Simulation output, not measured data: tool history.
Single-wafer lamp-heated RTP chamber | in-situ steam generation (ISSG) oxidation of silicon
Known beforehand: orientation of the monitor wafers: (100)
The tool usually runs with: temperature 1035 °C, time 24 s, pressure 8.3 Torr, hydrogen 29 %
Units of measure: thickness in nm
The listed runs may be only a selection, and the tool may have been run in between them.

| run | hour | temperature | time | pressure | hydrogen | read-back reference wafer on the same gauge, thickness | thickness |
|---|---|---|---|---|---|---|---|
| 1 | 0.0 | 1035 | 24 | 8.3 | 29 | 7.443 | 7.547 |
| 2 | 35.6 | 1035 | 24 | 8.3 | 29 | 7.434 | 7.526 |
|  | 49.9 | pyrometer window cleaned and pyrometer calibrated |
| 3 | 97.1 | 1035 | 24 | 8.3 | 29 | 7.440 | 7.315 |
| 4 | 146.4 | 1035 | 24 | 8.3 | 29 | 7.442 | 7.410 |
| 5 | 189.8 | 1035 | 24 | 8.3 | 29 | 7.441 | 7.497 |
| 6 | 232.6 | 1035 | 24 | 8.3 | 29 | 7.438 | 7.507 |
| 7 | 271.4 | 1035 | 24 | 8.3 | 29 | 7.445 | 7.502 |
|  | 318.7 | gauge calibrated |
| 8 | 335.6 | 1035 | 24 | 8.3 | 29 | 7.434 | 7.582 |
| 9 | 366.2 | 1035 | 24 | 8.3 | 29 | 7.434 | 7.540 |
|  | 427.9 | pyrometer window cleaned and pyrometer calibrated |
| 10 | 428.4 | 1035 | 24 | 8.3 | 29 | 7.448 | 7.217 |
| 11 | 486.8 | 1035 | 24 | 8.3 | 29 | 7.437 | 7.337 |
| 12 | 553.1 | 1035 | 24 | 8.7 | 29 | 7.432 | 7.443 |
| 13 | 764.8 | 1035 | 24 | 8.7 | 29 | 7.440 | 7.516 |
|  | 782.7 | pyrometer window cleaned and pyrometer calibrated |
| 14 | 857.8 | 1035 | 24 | 8.7 | 29 | 7.440 | 7.372 |
|  | 877.2 | hydrogen flow controller replaced |
| 15 | 903.7 | 1035 | 24 | 8.3 | 29 | 7.440 | 7.547 |
| 16 | 966.0 | 1054 | 19 | 8.3 | 32 | 7.438 | 7.610 |
|  | 1023.7 | pressure gauge zeroed |
| 17 | 1024.6 | 1035 | 24 | 8.3 | 32 | 7.442 | 7.799 |
| 18 | 1095.3 | 1035 | 24 | 8.3 | 29 | 7.438 | 7.648 |
| 19 | 1150.9 | 1035 | 24 | 8.3 | 29 | 7.439 | 7.655 |
|  | 1162.3 | pyrometer window cleaned and pyrometer calibrated |
| 20 | 1196.7 | 1018 | 21 | 7.2 | 29 | 7.436 | 6.281 |
| 21 | 1260.5 | 1053 | 24 | 9.2 | 29 | 7.435 | 8.060 |
|  | 1289.0 | gauge calibrated |
| 22 | 1290.0 | 1035 | 20 | 7.6 | 29 | 7.434 | 6.849 |
| 23 | 1327.8 | 1035 | 24 | 8.3 | 29 | 7.438 | 7.479 |
| 24 | 1364.7 | 1018 | 24 | 6.9 | 26 | 7.439 | 6.701 |
| 25 | 1392.2 | 1035 | 24 | 8.3 | 29 | 7.438 | 7.519 |
| 26 | 1429.6 | 1035 | 33 | 8.3 | 29 | 7.439 | 8.925 |
|  | 1449.6 | pyrometer window cleaned and pyrometer calibrated |
| 27 | 1455.0 | 1050 | 20 | 7.0 | 24 | 7.439 | 6.799 |
| 28 | 1525.9 | 1035 | 16 | 8.3 | 29 | 7.440 | 6.025 |
| 29 | 1589.0 | 1035 | 24 | 8.3 | 29 | 7.441 | 7.487 |
| 30 | 1622.7 | 1035 | 24 | 8.3 | 29 | 7.441 | 7.548 |
| 31 | 1680.8 | 1050 | 24 | 8.3 | 29 | 7.436 | 8.254 |

Predict each of these 4 candidate next runs independently; none follows another, all start after run 31:
| A | 1681.2 | 1028 | 24 | 8.3 | 29 | ? | ? |
| B | 1681.2 | 1027 | 31 | 9.4 | 29 | ? | ? |
| C | 1681.2 | 1029 | 24 | 9.5 | 24 | ? | ? |
| D | 1681.2 | 1040 | 24 | 7.4 | 29 | ? | ? |

| run | read-back reference wafer on the same gauge, thickness | thickness |
|---|---|---|
| A | 7.446 | 7.280 |
| B | 7.446 | 8.137 |
| C | 7.446 | 6.888 |
| D | 7.446 | 7.807 |
Without the tool's unlogged condition, the same runs would have read:
| run | thickness |
|---|---|
| A | 6.945 |
| B | 7.747 |
| C | 6.570 |
| D | 7.426 |
